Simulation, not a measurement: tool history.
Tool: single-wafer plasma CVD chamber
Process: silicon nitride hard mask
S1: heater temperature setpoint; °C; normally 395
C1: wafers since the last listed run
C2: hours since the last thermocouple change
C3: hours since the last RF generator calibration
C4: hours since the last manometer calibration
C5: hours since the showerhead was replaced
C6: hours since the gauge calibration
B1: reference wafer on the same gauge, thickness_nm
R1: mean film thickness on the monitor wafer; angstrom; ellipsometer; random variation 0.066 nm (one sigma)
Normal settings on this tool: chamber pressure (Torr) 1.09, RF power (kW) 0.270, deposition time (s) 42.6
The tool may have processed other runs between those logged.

Run 1, hour 0.0: usual settings but chamber pressure (Torr) 1.30; C1 0; C2 1931.5; C3 1613.6; C4 2096.8; C5 3588.8; C6 295.2; B1 37.800. Result: R1 360.41 angstrom.
Run 2, hour 12.8: usual settings but chamber pressure (Torr) 1.30; C1 221; C2 1944.3; C3 1626.4; C4 2109.6; C5 3601.6; C6 308.0; B1 37.816. Result: R1 359.67 angstrom.
Run 3, hour 25.1: usual settings but chamber pressure (Torr) 1.30; C1 212; C2 1956.6; C3 1638.7; C4 2121.9; C5 3613.9; C6 320.3; B1 37.793. Result: R1 359.44 angstrom.
Run 4, hour 36.3: usual settings but RF power (kW) 0.295; C1 193; C2 1967.8; C3 1649.9; C4 2133.1; C5 3625.1; C6 331.5; B1 37.774. Result: R1 352.84 angstrom.
Run 5, hour 52.2: usual settings but RF power (kW) 0.250; C1 274; C2 1983.7; C3 1665.8; C4 2149.0; C5 3641.0; C6 347.4; B1 37.793. Result: R1 318.06 angstrom.
Run 6, hour 60.4: usual settings; C1 141; C2 1991.9; C3 1674.0; C4 2157.2; C5 3649.2; C6 355.6; B1 37.806. Result: R1 332.41 angstrom.
Run 7, hour 74.5: usual settings; C1 243; C2 2006.0; C3 1688.1; C4 2171.3; C5 3663.3; C6 369.7; B1 37.810. Result: R1 333.46 angstrom.
Run 8, hour 83.2: usual settings; C1 150; C2 2014.7; C3 1696.8; C4 2180.0; C5 3672.0; C6 378.4; B1 37.808. Result: R1 331.86 angstrom.
Run 9, hour 94.5: usual settings but chamber pressure (Torr) 1.28; C1 195; C2 2026.0; C3 1708.1; C4 2191.3; C5 3683.3; C6 389.7; B1 37.773. Result: R1 355.83 angstrom.
At hour 97.5: gauge calibrated.
At hour 109.5: capacitance manometer re-zeroed and calibrated.
At hour 128.5: RF generator calibrated.
Run 10, hour 134.0: usual settings but chamber pressure (Torr) 1.28; C1 406; C2 2065.5; C3 5.5; C4 24.5; C5 3722.8; C6 36.5; B1 37.802. Result: R1 375.13 angstrom.
At hour 146.1: thermocouple changed; heater temperature recalibrated.
Run 11, hour 150.9: usual settings but chamber pressure (Torr) 1.28; C1 153; C2 4.8; C3 22.4; C4 41.4; C5 3739.7; C6 53.4; B1 37.796. Result: R1 374.83 angstrom.
At hour 172.5: showerhead replaced.
Run 12, hour 173.0: usual settings but RF power (kW) 0.235; C1 243; C2 26.9; C3 44.5; C4 63.5; C5 0.5; C6 75.5; B1 37.783. Result: R1 322.00 angstrom.
Run 13, hour 188.5: usual settings but S1 387 °C, chamber pressure (Torr) 1.16, RF power (kW) 0.315, deposition time (s) 39.1; C1 267; C2 42.4; C3 60.0; C4 79.0; C5 16.0; C6 91.0; B1 37.830. Result: R1 362.15 angstrom.
Run 14, hour 202.7: usual settings but chamber pressure (Torr) 1.00, RF power (kW) 0.220, deposition time (s) 51.0; C1 245; C2 56.6; C3 74.2; C4 93.2; C5 30.2; C6 105.2; B1 37.793. Result: R1 354.01 angstrom.
Run 15, hour 219.1: usual settings but S1 391 °C; C1 283; C2 73.0; C3 90.6; C4 109.6; C5 46.6; C6 121.6; B1 37.801. Result: R1 350.28 angstrom.
Run 16, hour 232.0: usual settings; C1 222; C2 85.9; C3 103.5; C4 122.5; C5 59.5; C6 134.5; B1 37.799. Result: R1 349.50 angstrom.
Run 17, hour 239.0: usual settings but RF power (kW) 0.320; C1 120; C2 92.9; C3 110.5; C4 129.5; C5 66.5; C6 141.5; B1 37.808. Result: R1 387.94 angstrom.
Run 18, hour 247.5: usual settings; C1 146; C2 101.4; C3 119.0; C4 138.0; C5 75.0; C6 150.0; B1 37.814. Result: R1 350.43 angstrom.
Run 19, hour 255.6: usual settings but S1 386 °C, chamber pressure (Torr) 1.26, RF power (kW) 0.325, deposition time (s) 46.0; C1 139; C2 109.5; C3 127.1; C4 146.1; C5 83.1; C6 158.1; B1 37.792. Result: R1 452.81 angstrom.
Run 20, hour 262.8: usual settings but RF power (kW) 0.295; C1 124; C2 116.7; C3 134.3; C4 153.3; C5 90.3; C6 165.3; B1 37.818. Result: R1 369.99 angstrom.
Run 21, hour 273.8: usual settings; C1 190; C2 127.7; C3 145.3; C4 164.3; C5 101.3; C6 176.3; B1 37.800. Result: R1 350.76 angstrom.

Run 22 is up next; what results do you expect?
Run 22, hour 289.8: usual settings but S1 408 °C, chamber pressure (Torr) 0.99, RF power (kW) 0.255; C1 276; C2 143.7; C3 161.3; C4 180.3; C5 117.3; C6 192.3; B1 ?. Result: R1 ?.

{"run 22": {"B1": 37.814, "R1": 320.86}}
With the hidden condition absent and the run-to-run variation left alone, this run would have shown R1 321.92 angstrom.
